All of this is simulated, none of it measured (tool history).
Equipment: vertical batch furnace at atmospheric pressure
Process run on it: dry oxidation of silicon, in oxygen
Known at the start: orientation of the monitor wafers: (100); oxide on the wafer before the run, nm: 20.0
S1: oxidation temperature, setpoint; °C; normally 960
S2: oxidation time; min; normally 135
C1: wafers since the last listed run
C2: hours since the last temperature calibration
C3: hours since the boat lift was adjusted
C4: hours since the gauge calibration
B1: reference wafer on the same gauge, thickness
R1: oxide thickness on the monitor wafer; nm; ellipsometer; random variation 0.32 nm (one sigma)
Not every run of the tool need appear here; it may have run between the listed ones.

Run 1, hour 0: usual settings; C1 0; C2 1381.7; C3 850.9; C4 652.4; B1 85.55. Result: R1 73.35 nm.
Run 2, hour 94.6: usual settings; C1 1365; C2 1476.3; C3 945.5; C4 747; B1 85.44. Result: R1 72.99 nm.
Run 3, hour 192.6: usual settings; C1 1414; C2 1574.3; C3 1043.5; C4 845; B1 85.46. Result: R1 73.08 nm.
Run 4, hour 295.3: usual settings but S1 965 °C, S2 120 min; C1 1482; C2 1677; C3 1146.2; C4 947.7; B1 85.46. Result: R1 69.57 nm.
Run 5, hour 367.2: usual settings but S1 965 °C, S2 120 min; C1 1037; C2 1748.9; C3 1218.1; C4 1019.6; B1 85.48. Result: R1 69.92 nm.
Run 6, hour 409.7: usual settings; C1 613; C2 1791.4; C3 1260.6; C4 1062.1; B1 85.61. Result: R1 72.07 nm.
Run 7, hour 510.4: usual settings; C1 1453; C2 1892.1; C3 1361.3; C4 1162.8; B1 85.61. Result: R1 72.64 nm.
Run 8, hour 563: usual settings; C1 759; C2 1944.7; C3 1413.9; C4 1215.4; B1 85.66. Result: R1 72.99 nm.
Run 9, hour 640.1: usual settings; C1 1112; C2 2021.8; C3 1491; C4 1292.5; B1 85.43. Result: R1 72.65 nm.
At hour 657.4: gauge calibrated.
At hour 680.4: boat lift adjusted.
Run 10, hour 680.9: usual settings; C1 242; C2 2062.6; C3 0.5; C4 23.5; B1 85.59. Result: R1 74.12 nm.
Run 11, hour 879.9: usual settings; C1 2872; C2 2261.6; C3 199.5; C4 222.5; B1 85.6. Result: R1 74.06 nm.
Run 12, hour 949.9: usual settings; C1 1010; C2 2331.6; C3 269.5; C4 292.5; B1 85.42. Result: R1 73.65 nm.
Run 13, hour 1045.3: usual settings but S1 972 °C, S2 70.5 min; C1 1376; C2 2427; C3 364.9; C4 387.9; B1 85.49. Result: R1 54.23 nm.
Run 14, hour 1098.4: usual settings but S1 969 °C; C1 766; C2 2480.1; C3 418; C4 441; B1 85.56. Result: R1 78.22 nm.
Run 15, hour 1200.7: usual settings but S1 951 °C, S2 167.5 min; C1 1476; C2 2582.4; C3 520.3; C4 543.3; B1 85.58. Result: R1 79.38 nm.
Run 16, hour 1300.8: usual settings but S1 938 °C, S2 157.5 min; C1 1444; C2 2682.5; C3 620.4; C4 643.4; B1 85.56. Result: R1 68.6 nm.
At hour 1573.9: thermocouples replaced and temperature profile calibrated.
Run 17, hour 1578.2: usual settings but S1 935 °C, S2 185 min; C1 3657; C2 4.3; C3 897.8; C4 920.8; B1 85.55. Result: R1 70.83 nm.
Run 18, hour 1660.4: usual settings but S1 937 °C, S2 77.5 min; C1 1186; C2 86.5; C3 980; C4 1003; B1 85.49. Result: R1 44.5 nm.
Run 19, hour 1718.5: usual settings but S2 76 min; C1 838; C2 144.6; C3 1038.1; C4 1061.1; B1 85.4. Result: R1 51.71 nm.
Run 20, hour 1813.2: usual settings; C1 1366; C2 239.3; C3 1132.8; C4 1155.8; B1 85.4. Result: R1 71.31 nm.
Run 21, hour 1886.1: usual settings but S1 984 °C, S2 114 min; C1 1052; C2 312.2; C3 1205.7; C4 1228.7; B1 85.58. Result: R1 75.12 nm.
Run 22, hour 1981.3: usual settings but S2 95.5 min; C1 1373; C2 407.4; C3 1300.9; C4 1323.9; B1 85.51. Result: R1 58.68 nm.
Run 23, hour 2040.2: usual settings; C1 850; C2 466.3; C3 1359.8; C4 1382.8; B1 85.4. Result: R1 71.25 nm.
Run 24, hour 2076.7: usual settings but S1 942 °C, S2 96.5 min; C1 526; C2 502.8; C3 1396.3; C4 1419.3; B1 85.52. Result: R1 51.28 nm.

3 ways to go on from here, each from the tool as it stands after run 24. What would each give?
Run A, hour 2082.7: usual settings but S2 79 min; C1 86; C2 508.8; C3 1402.3; C4 1425.3; B1 ?. Result: R1 ?.
Run B, hour 2082.7: usual settings but S1 937 °C, S2 87 min; C1 86; C2 508.8; C3 1402.3; C4 1425.3; B1 ?. Result: R1 ?.
Run C, hour 2082.7: usual settings but S1 953 °C, S2 101 min; C1 86; C2 508.8; C3 1402.3; C4 1425.3; B1 ?. Result: R1 ?.

run     B1     R1
  A  85.48  52.91
  B  85.48  47.51
  C  85.48  57.67
Without the tool's hidden state the same runs would have given:
run     R1
  A  53.59
  B  48.22
  C  58.53
